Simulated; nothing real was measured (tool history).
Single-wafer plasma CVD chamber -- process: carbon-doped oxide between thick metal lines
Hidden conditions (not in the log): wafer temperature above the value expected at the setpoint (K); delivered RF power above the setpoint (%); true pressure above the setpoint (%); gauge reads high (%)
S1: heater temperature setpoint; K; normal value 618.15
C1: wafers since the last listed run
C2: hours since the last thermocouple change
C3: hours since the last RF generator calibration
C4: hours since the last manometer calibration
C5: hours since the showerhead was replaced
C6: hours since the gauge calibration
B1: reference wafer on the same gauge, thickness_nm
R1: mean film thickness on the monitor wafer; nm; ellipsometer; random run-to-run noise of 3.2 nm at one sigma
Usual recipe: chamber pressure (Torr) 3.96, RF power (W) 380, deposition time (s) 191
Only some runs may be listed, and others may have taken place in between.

{"run": 1, "day": 0.0, "S1": 618.15, "chamber pressure (Torr)": 3.96, "RF power (W)": 380, "deposition time (s)": 202, "C1": 0, "C2": 1738.7, "C3": 786.6, "C4": 623.1, "C5": 3379.8, "C6": 1501.9, "B1": 936.658, "R1": 940.915}
{"run": 2, "day": 2.525, "S1": 618.15, "chamber pressure (Torr)": 3.96, "RF power (W)": 380, "deposition time (s)": 191, "C1": 396, "C2": 1799.3, "C3": 847.2, "C4": 683.7, "C5": 3440.4, "C6": 1562.5, "B1": 934.126, "R1": 885.294}
{"run": 3, "day": 5.458, "S1": 618.15, "chamber pressure (Torr)": 3.96, "RF power (W)": 380, "deposition time (s)": 191, "C1": 460, "C2": 1869.7, "C3": 917.6, "C4": 754.1, "C5": 3510.8, "C6": 1632.9, "B1": 934.569, "R1": 880.214}
{"run": 4, "day": 7.612, "S1": 618.15, "chamber pressure (Torr)": 3.96, "RF power (W)": 380, "deposition time (s)": 191, "C1": 338, "C2": 1921.4, "C3": 969.3, "C4": 805.8, "C5": 3562.5, "C6": 1684.6, "B1": 933.951, "R1": 885.781}
{"run": 5, "day": 9.367, "S1": 607.15, "chamber pressure (Torr)": 3.96, "RF power (W)": 380, "deposition time (s)": 191, "C1": 275, "C2": 1963.5, "C3": 1011.4, "C4": 847.9, "C5": 3604.6, "C6": 1726.7, "B1": 936.129, "R1": 915.693}
{"run": 6, "day": 13.288, "S1": 607.15, "chamber pressure (Torr)": 3.96, "RF power (W)": 380, "deposition time (s)": 191, "C1": 615, "C2": 2057.6, "C3": 1105.5, "C4": 942, "C5": 3698.7, "C6": 1820.8, "B1": 935.439, "R1": 917.769}
{"run": 7, "day": 17.188, "S1": 607.15, "chamber pressure (Torr)": 3.96, "RF power (W)": 380, "deposition time (s)": 191, "C1": 612, "C2": 2151.2, "C3": 1199.1, "C4": 1035.6, "C5": 3792.3, "C6": 1914.4, "B1": 934.235, "R1": 914.187}
{"day": 18.008, "done": "showerhead replaced"}
{"run": 8, "day": 18.704, "S1": 618.15, "chamber pressure (Torr)": 3.96, "RF power (W)": 380, "deposition time (s)": 191, "C1": 185, "C2": 2187.6, "C3": 1235.5, "C4": 1072, "C5": 16.7, "C6": 1950.8, "B1": 935.324, "R1": 879.14}
{"run": 9, "day": 22.592, "S1": 618.15, "chamber pressure (Torr)": 3.96, "RF power (W)": 380, "deposition time (s)": 191, "C1": 610, "C2": 2280.9, "C3": 1328.8, "C4": 1165.3, "C5": 110, "C6": 2044.1, "B1": 935.637, "R1": 887.603}
{"day": 23.85, "done": "thermocouple changed; heater temperature recalibrated"}
{"run": 10, "day": 24.912, "S1": 618.15, "chamber pressure (Torr)": 3.96, "RF power (W)": 380, "deposition time (s)": 179, "C1": 312, "C2": 25.5, "C3": 1384.5, "C4": 1221, "C5": 165.7, "C6": 2099.8, "B1": 936.73, "R1": 844.508}
{"run": 11, "day": 26.858, "S1": 606.15, "chamber pressure (Torr)": 3.59, "RF power (W)": 355, "deposition time (s)": 177, "C1": 305, "C2": 72.2, "C3": 1431.2, "C4": 1267.7, "C5": 212.4, "C6": 2146.5, "B1": 936.798, "R1": 811.699}
{"run": 12, "day": 29.258, "S1": 605.15, "chamber pressure (Torr)": 3.96, "RF power (W)": 380, "deposition time (s)": 191, "C1": 376, "C2": 129.8, "C3": 1488.8, "C4": 1325.3, "C5": 270, "C6": 2204.1, "B1": 935.107, "R1": 941.221}
{"run": 13, "day": 33.692, "S1": 618.15, "chamber pressure (Torr)": 3.64, "RF power (W)": 380, "deposition time (s)": 191, "C1": 696, "C2": 236.2, "C3": 1595.2, "C4": 1431.7, "C5": 376.4, "C6": 2310.5, "B1": 934.378, "R1": 885.842}
{"day": 35.721, "done": "gauge calibrated"}
{"run": 14, "day": 36.4, "S1": 606.15, "chamber pressure (Torr)": 3.96, "RF power (W)": 335, "deposition time (s)": 191, "C1": 425, "C2": 301.2, "C3": 1660.2, "C4": 1496.7, "C5": 441.4, "C6": 16.3, "B1": 935.413, "R1": 852.337}
{"run": 15, "day": 39.458, "S1": 622.15, "chamber pressure (Torr)": 3.96, "RF power (W)": 380, "deposition time (s)": 191, "C1": 480, "C2": 374.6, "C3": 1733.6, "C4": 1570.1, "C5": 514.8, "C6": 89.7, "B1": 934.686, "R1": 890.013}
{"run": 16, "day": 41.296, "S1": 618.15, "chamber pressure (Torr)": 3.96, "RF power (W)": 380, "deposition time (s)": 191, "C1": 288, "C2": 418.7, "C3": 1777.7, "C4": 1614.2, "C5": 558.9, "C6": 133.8, "B1": 934.903, "R1": 899.396}
{"day": 44.179, "done": "capacitance manometer re-zeroed and calibrated"}
{"run": 17, "day": 44.596, "S1": 632.15, "chamber pressure (Torr)": 3.33, "RF power (W)": 380, "deposition time (s)": 191, "C1": 465, "C2": 497.9, "C3": 1856.9, "C4": 10, "C5": 638.1, "C6": 213, "B1": 934.839, "R1": 838.016}
{"run": 18, "day": 47.8, "S1": 611.15, "chamber pressure (Torr)": 3.96, "RF power (W)": 380, "deposition time (s)": 191, "C1": 503, "C2": 574.8, "C3": 1933.8, "C4": 86.9, "C5": 715, "C6": 289.9, "B1": 935.284, "R1": 919.163}
{"run": 19, "day": 49.708, "S1": 613.15, "chamber pressure (Torr)": 4.3, "RF power (W)": 380, "deposition time (s)": 201, "C1": 299, "C2": 620.6, "C3": 1979.6, "C4": 132.7, "C5": 760.8, "C6": 335.7, "B1": 935.918, "R1": 966.508}
{"run": 20, "day": 53.483, "S1": 618.15, "chamber pressure (Torr)": 3.96, "RF power (W)": 380, "deposition time (s)": 210, "C1": 592, "C2": 711.2, "C3": 2070.2, "C4": 223.3, "C5": 851.4, "C6": 426.3, "B1": 935.932, "R1": 985.94}
{"day": 55.804, "done": "RF generator calibrated"}
{"run": 21, "day": 56.283, "S1": 618.15, "chamber pressure (Torr)": 3.96, "RF power (W)": 350, "deposition time (s)": 191, "C1": 387, "C2": 778.4, "C3": 11.5, "C4": 290.5, "C5": 918.6, "C6": 493.5, "B1": 934.937, "R1": 845.472}
{"run": 22, "day": 58.458, "S1": 618.15, "chamber pressure (Torr)": 3.96, "RF power (W)": 380, "deposition time (s)": 191, "C1": 341, "C2": 830.6, "C3": 63.7, "C4": 342.7, "C5": 970.8, "C6": 545.7, "B1": 934.415, "R1": 889.533}
{"run": 23, "day": 62.117, "S1": 618.15, "chamber pressure (Torr)": 3.96, "RF power (W)": 380, "deposition time (s)": 191, "C1": 574, "C2": 918.4, "C3": 151.5, "C4": 430.5, "C5": 1058.6, "C6": 633.5, "B1": 934.973, "R1": 891.02}
{"run": 24, "day": 64.675, "S1": 618.15, "chamber pressure (Torr)": 3.96, "RF power (W)": 405, "deposition time (s)": 174, "C1": 401, "C2": 979.8, "C3": 212.9, "C4": 491.9, "C5": 1120, "C6": 694.9, "B1": 933.519, "R1": 850.704}
{"run": 25, "day": 68.121, "S1": 618.15, "chamber pressure (Torr)": 3.96, "RF power (W)": 380, "deposition time (s)": 210, "C1": 541, "C2": 1062.5, "C3": 295.6, "C4": 574.6, "C5": 1202.7, "C6": 777.6, "B1": 934.755, "R1": 980.484}
{"run": 26, "day": 70.979, "S1": 625.15, "chamber pressure (Torr)": 4.44, "RF power (W)": 380, "deposition time (s)": 191, "C1": 448, "C2": 1131.1, "C3": 364.2, "C4": 643.2, "C5": 1271.3, "C6": 846.2, "B1": 933.426, "R1": 889.242}
{"run": 27, "day": 80.179, "S1": 629.15, "chamber pressure (Torr)": 3.36, "RF power (W)": 380, "deposition time (s)": 191, "C1": 1445, "C2": 1351.9, "C3": 585, "C4": 864, "C5": 1492.1, "C6": 1067, "B1": 934.189, "R1": 842.241}
{"run": 28, "day": 83.592, "S1": 618.15, "chamber pressure (Torr)": 3.96, "RF power (W)": 380, "deposition time (s)": 191, "C1": 535, "C2": 1433.8, "C3": 666.9, "C4": 945.9, "C5": 1574, "C6": 1148.9, "B1": 934.3, "R1": 892.485}

Hidden state at the last listed run before each entry between runs and at the first one after, where it differs:
In the gap between runs 7 and 8: showerhead replaced (day 18.008)
  wafer temperature above the value expected at the setpoint (K): 5.45 -> 5.53; true pressure above the setpoint (%): 1.62 -> 1.79
  measured result minus the result with no hidden state, R1: -14.431 -> -11.876 nm
In the gap between runs 9 and 10: thermocouple changed; heater temperature recalibrated (day 23.85)
  wafer temperature above the value expected at the setpoint (K): 5.75 -> 0.691; true pressure above the setpoint (%): 2.25 -> 2.54
  measured result minus the result with no hidden state, R1: -11.81 -> +2.014 nm
In the gap between runs 13 and 14: gauge calibrated (day 35.721)
  wafer temperature above the value expected at the setpoint (K): 1.18 -> 1.33; true pressure above the setpoint (%): 3.77 -> 4.19
  measured result minus the result with no hidden state, R1: +1.746 -> +2.368 nm
In the gap between runs 16 and 17: capacitance manometer re-zeroed and calibrated (day 44.179)
  wafer temperature above the value expected at the setpoint (K): 1.6 -> 1.78; true pressure above the setpoint (%): 4.99 -> 1.13
  measured result minus the result with no hidden state, R1: +3.43 -> -2.359 nm
In the gap between runs 20 and 21: RF generator calibrated (day 55.804)
  wafer temperature above the value expected at the setpoint (K): 2.28 -> 2.43; true pressure above the setpoint (%): 1.24 -> 1.31
  measured result minus the result with no hidden state, R1: -4.707 -> -4.325 nm
